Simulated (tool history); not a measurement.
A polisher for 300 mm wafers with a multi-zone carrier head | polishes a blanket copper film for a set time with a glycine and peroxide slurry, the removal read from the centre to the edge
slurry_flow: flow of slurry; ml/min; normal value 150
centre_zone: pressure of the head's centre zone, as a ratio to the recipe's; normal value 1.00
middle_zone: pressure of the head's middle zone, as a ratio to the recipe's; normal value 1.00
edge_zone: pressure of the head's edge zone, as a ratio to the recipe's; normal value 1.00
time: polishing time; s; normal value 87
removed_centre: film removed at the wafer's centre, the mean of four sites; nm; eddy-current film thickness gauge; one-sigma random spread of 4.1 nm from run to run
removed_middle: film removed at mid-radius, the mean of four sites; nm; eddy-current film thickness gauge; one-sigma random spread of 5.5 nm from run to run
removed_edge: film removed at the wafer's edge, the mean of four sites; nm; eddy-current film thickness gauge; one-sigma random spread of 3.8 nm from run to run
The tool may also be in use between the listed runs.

run,hour,slurry_flow,centre_zone,middle_zone,edge_zone,time,"incoming thickness of the incoming film, nm",removed_centre,removed_middle,removed_edge
1,0.0,180,1.00,1.00,1.00,87,2114.1,401.1,385.5,400.0
# hour 2.4: worn pad replaced by a new one
2,6.6,180,1.00,1.00,1.00,87,2144.1,431.7,413.8,430.0
3,22.8,150,1.00,0.92,1.00,87,2073.9,400.1,361.9,403.5
4,36.5,150,1.00,0.92,1.00,87,2072.4,387.8,368.8,391.5
5,53.0,150,1.00,0.92,1.00,87,2120.9,367.0,346.7,381.6
# hour 63.4: worn pad replaced by a new one
# hour 89.2: carrier head's membrane replaced by a new one
# hour 93.8: centre zone pressure recalibrated
6,98.5,150,1.00,1.00,1.00,87,2088.2,374.9,377.2,390.5
7,105.7,150,1.00,0.93,1.00,87,2091.7,370.5,338.4,377.1
8,115.2,150,1.00,0.93,1.00,87,2102.9,363.2,331.3,377.6
# hour 117.9: slurry nozzle cleaned
# hour 122.9: edge zone pressure recalibrated
# hour 128.2: worn pad replaced by a new one
9,128.7,150,1.00,0.93,1.00,87,2077.2,437.9,405.0,435.0
10,142.0,150,1.00,1.00,1.00,67,2081.5,329.8,315.2,330.8
11,159.1,150,1.00,1.00,1.00,87,2089.2,416.7,412.3,414.5
12,170.8,165,1.05,1.00,1.00,64,2081.3,313.4,305.0,300.4
13,184.5,150,1.08,1.00,1.00,87,2082.7,421.2,384.8,394.1
# hour 193.8: worn pad replaced by a new one
14,194.3,150,1.00,0.92,1.00,87,2106.1,430.3,392.8,430.3
15,205.6,130,1.00,1.00,1.00,70,2100.3,325.6,320.2,334.3
16,219.8,150,0.97,1.10,1.00,116,2089.9,522.0,578.8,543.9
17,237.7,150,1.00,0.96,1.00,87,2066.9,397.3,370.2,398.5
18,254.5,150,0.94,1.11,1.00,87,2091.5,353.9,409.4,381.9

4 options for the next run, each taken on its own from the tool as it stands now. Forecast them:
A,255.0,150,1.00,1.00,1.00,87,2120.3,?,?,?
B,255.0,125,1.00,1.00,1.00,104,2120.3,?,?,?
C,255.0,150,1.00,1.09,0.93,87,2120.3,?,?,?
D,255.0,150,1.00,1.06,1.00,87,2120.3,?,?,?

run,removed_centre,removed_middle,removed_edge
A,376.4,375.6,385.1
B,433.6,434.7,450.0
C,376.6,401.8,371.7
D,376.5,393.0,384.8
The same runs, with their run-to-run variation unchanged, on a tool lacking any hidden condition would have given:
run,removed_centre,removed_middle,removed_edge
A,437.7,435.7,444.3
B,506.0,505.7,520.1
C,438.0,466.1,428.8
D,437.9,455.9,444.0

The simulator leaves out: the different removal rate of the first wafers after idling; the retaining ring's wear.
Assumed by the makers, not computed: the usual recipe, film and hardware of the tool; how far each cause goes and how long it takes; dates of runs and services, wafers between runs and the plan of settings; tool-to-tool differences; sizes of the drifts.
